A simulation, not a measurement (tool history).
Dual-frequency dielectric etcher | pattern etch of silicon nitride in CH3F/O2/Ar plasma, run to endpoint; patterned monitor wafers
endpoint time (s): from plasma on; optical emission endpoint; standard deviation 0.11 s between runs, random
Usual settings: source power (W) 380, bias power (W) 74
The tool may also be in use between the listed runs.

run,hour,source power (W),bias power (W),"incoming incoming film thickness, nm",endpoint time (s)
1,0.0,380,74,21.22,29.7
2,54.9,380,74,21.07,29.4
3,112.9,380,74,20.98,29.4
4,147.9,380,78,21.25,29.1
# hour 189.7: wet clean of the chamber
5,219.0,380,78,20.74,29.0
6,244.9,380,78,20.77,29.2
7,327.4,380,74,21.15,29.8
# hour 369.1: source power generator calibrated
8,369.6,380,74,20.91,29.6
9,409.8,380,74,20.86,29.7
# hour 466.5: upper electrode replaced
10,467.0,380,74,21.00,29.7
11,497.5,380,74,20.80,29.2
12,525.5,320,74,21.17,32.0
13,572.4,380,74,21.07,29.7
14,631.2,290,68,20.94,33.4
15,669.7,320,74,20.95,31.4
# hour 707.7: wet clean of the chamber
16,713.4,380,74,21.04,30.2
17,746.5,310,86,20.72,30.6
18,771.7,440,85,20.78,27.0
19,797.5,380,64,20.98,31.4
20,823.7,380,74,20.92,30.0
21,887.6,380,74,21.01,29.9
22,955.1,380,62,20.85,31.5
23,990.8,300,61,20.88,34.4
24,1045.6,310,81,20.86,31.2
# hour 1098.1: bias power generator calibrated
25,1105.7,310,58,20.96,34.0
26,1133.9,460,69,21.09,27.9
27,1274.5,420,83,21.12,27.0
# hour 1312.7: wet clean of the chamber
28,1340.9,380,74,21.12,30.1
29,1391.1,320,63,20.96,33.6
30,1440.1,410,58,20.84,30.9
31,1506.0,320,80,21.09,31.0
32,1562.4,340,74,20.76,30.8
33,1634.0,380,74,21.08,29.9
34,1689.1,380,74,21.03,29.6
35,1795.6,350,80,20.82,29.3

How would selected steps in endpoint time (s) from run to run divide? Give the signed amount a tool lacking its hidden state would still show from settings, what came in and random variation, and the signed amount left for the hidden state, including any gauge scatter that is not in both of the compared results.
Hidden state at play: etch rate over this chamber's usual, %; source power that arrives over what is set, %; bias power that arrives over what is set, %.
Run 4 -> 5: wet clean of the chamber. endpoint time (s) -0.1: hidden state +0.6, all else -0.7.
Run 13 -> 14: source power (W) 380 -> 290, bias power (W) 74 -> 68. endpoint time (s) +3.7: hidden state -0.2, all else +3.9.
Run 15 -> 16: source power (W) 320 -> 380, wet clean of the chamber. endpoint time (s) -1.2: hidden state +0.8, all else -2.0.
Run 18 -> 19: source power (W) 440 -> 380, bias power (W) 85 -> 64. endpoint time (s) +4.4: hidden state +0.0, all else +4.4.
Run 25 -> 26: source power (W) 310 -> 460, bias power (W) 58 -> 69. endpoint time (s) -6.1: hidden state +0.0, all else -6.1.
Run 27 -> 28: source power (W) 420 -> 380, bias power (W) 83 -> 74, wet clean of the chamber. endpoint time (s) +3.1: hidden state +0.9, all else +2.2.
